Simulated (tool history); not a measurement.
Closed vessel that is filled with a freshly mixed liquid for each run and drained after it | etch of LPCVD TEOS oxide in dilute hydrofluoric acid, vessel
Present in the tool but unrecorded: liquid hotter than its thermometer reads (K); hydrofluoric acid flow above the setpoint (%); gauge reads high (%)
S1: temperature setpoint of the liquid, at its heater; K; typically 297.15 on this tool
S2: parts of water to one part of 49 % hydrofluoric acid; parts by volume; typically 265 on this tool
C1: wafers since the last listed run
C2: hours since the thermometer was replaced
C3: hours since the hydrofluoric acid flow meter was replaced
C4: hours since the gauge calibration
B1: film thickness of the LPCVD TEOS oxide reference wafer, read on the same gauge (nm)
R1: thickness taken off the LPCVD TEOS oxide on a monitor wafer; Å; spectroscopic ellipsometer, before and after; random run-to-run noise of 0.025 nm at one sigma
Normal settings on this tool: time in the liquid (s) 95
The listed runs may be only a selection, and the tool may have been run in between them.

run 1 hour=0.0 | S1=297.15 S2=265 time_in_the_liquid_(s)=95 | C1=0 C2=1249.1 C3=1217.4 C4=141.4 | B1=140.01 | R1=86.9
run 2 hour=12.2 | S1=297.15 S2=265 time_in_the_liquid_(s)=95 | C1=1622 C2=1261.3 C3=1229.6 C4=153.6 | B1=140.00 | R1=86.8
run 3 hour=39.4 | S1=297.15 S2=265 time_in_the_liquid_(s)=95 | C1=3616 C2=1288.5 C3=1256.8 C4=180.8 | B1=140.00 | R1=86.8
run 4 hour=58.4 | S1=297.15 S2=265 time_in_the_liquid_(s)=95 | C1=2526 C2=1307.5 C3=1275.8 C4=199.8 | B1=139.98 | R1=86.8
run 5 hour=88.2 | S1=297.15 S2=265 time_in_the_liquid_(s)=80 | C1=3962 C2=1337.3 C3=1305.6 C4=229.6 | B1=140.00 | R1=74.1
-- hour=92.0 thermometer replaced
-- hour=102.1 hydrofluoric acid flow meter replaced
run 6 hour=114.6 | S1=297.15 S2=265 time_in_the_liquid_(s)=80 | C1=3244 C2=22.6 C3=12.5 C4=256.0 | B1=140.01 | R1=62.1
run 7 hour=134.7 | S1=297.15 S2=265 time_in_the_liquid_(s)=95 | C1=2672 C2=42.7 C3=32.6 C4=276.1 | B1=140.03 | R1=74.4
-- hour=161.4 gauge calibrated
run 8 hour=165.3 | S1=301.65 S2=325 time_in_the_liquid_(s)=70 | C1=4068 C2=73.3 C3=63.2 C4=3.9 | B1=139.99 | R1=48.8
run 9 hour=190.5 | S1=292.65 S2=310 time_in_the_liquid_(s)=50 | C1=3350 C2=98.5 C3=88.4 C4=29.1 | B1=139.98 | R1=27.5
run 10 hour=205.1 | S1=294.65 S2=265 time_in_the_liquid_(s)=95 | C1=1941 C2=113.1 C3=103.0 C4=43.7 | B1=139.99 | R1=68.1
run 11 hour=224.5 | S1=293.65 S2=265 time_in_the_liquid_(s)=135 | C1=2579 C2=132.5 C3=122.4 C4=63.1 | B1=140.02 | R1=93.0
run 12 hour=253.0 | S1=297.15 S2=340 time_in_the_liquid_(s)=95 | C1=3789 C2=161.0 C3=150.9 C4=91.6 | B1=139.98 | R1=54.5
run 13 hour=275.6 | S1=297.15 S2=265 time_in_the_liquid_(s)=95 | C1=3005 C2=183.6 C3=173.5 C4=114.2 | B1=140.00 | R1=75.2
run 14 hour=301.4 | S1=301.65 S2=265 time_in_the_liquid_(s)=95 | C1=3430 C2=209.4 C3=199.3 C4=140.0 | B1=140.01 | R1=88.3

Give the tool's hidden conditions for every run:
gauge reads high (%): 0 in every run
H1: liquid hotter than its thermometer reads (K)
H2: hydrofluoric acid flow above the setpoint (%)
run=1 H1=2.44 H2=6.5
run=2 H1=2.46 H2=6.56
run=3 H1=2.5 H2=6.71
run=4 H1=2.53 H2=6.81
run=5 H1=2.58 H2=6.96
run=6 H1=0.236 H2=0.127
run=7 H1=0.269 H2=0.232
run=8 H1=0.319 H2=0.392
run=9 H1=0.361 H2=0.523
run=10 H1=0.385 H2=0.6
run=11 H1=0.416 H2=0.701
run=12 H1=0.463 H2=0.85
run=13 H1=0.5 H2=0.968
run=14 H1=0.542 H2=1.1

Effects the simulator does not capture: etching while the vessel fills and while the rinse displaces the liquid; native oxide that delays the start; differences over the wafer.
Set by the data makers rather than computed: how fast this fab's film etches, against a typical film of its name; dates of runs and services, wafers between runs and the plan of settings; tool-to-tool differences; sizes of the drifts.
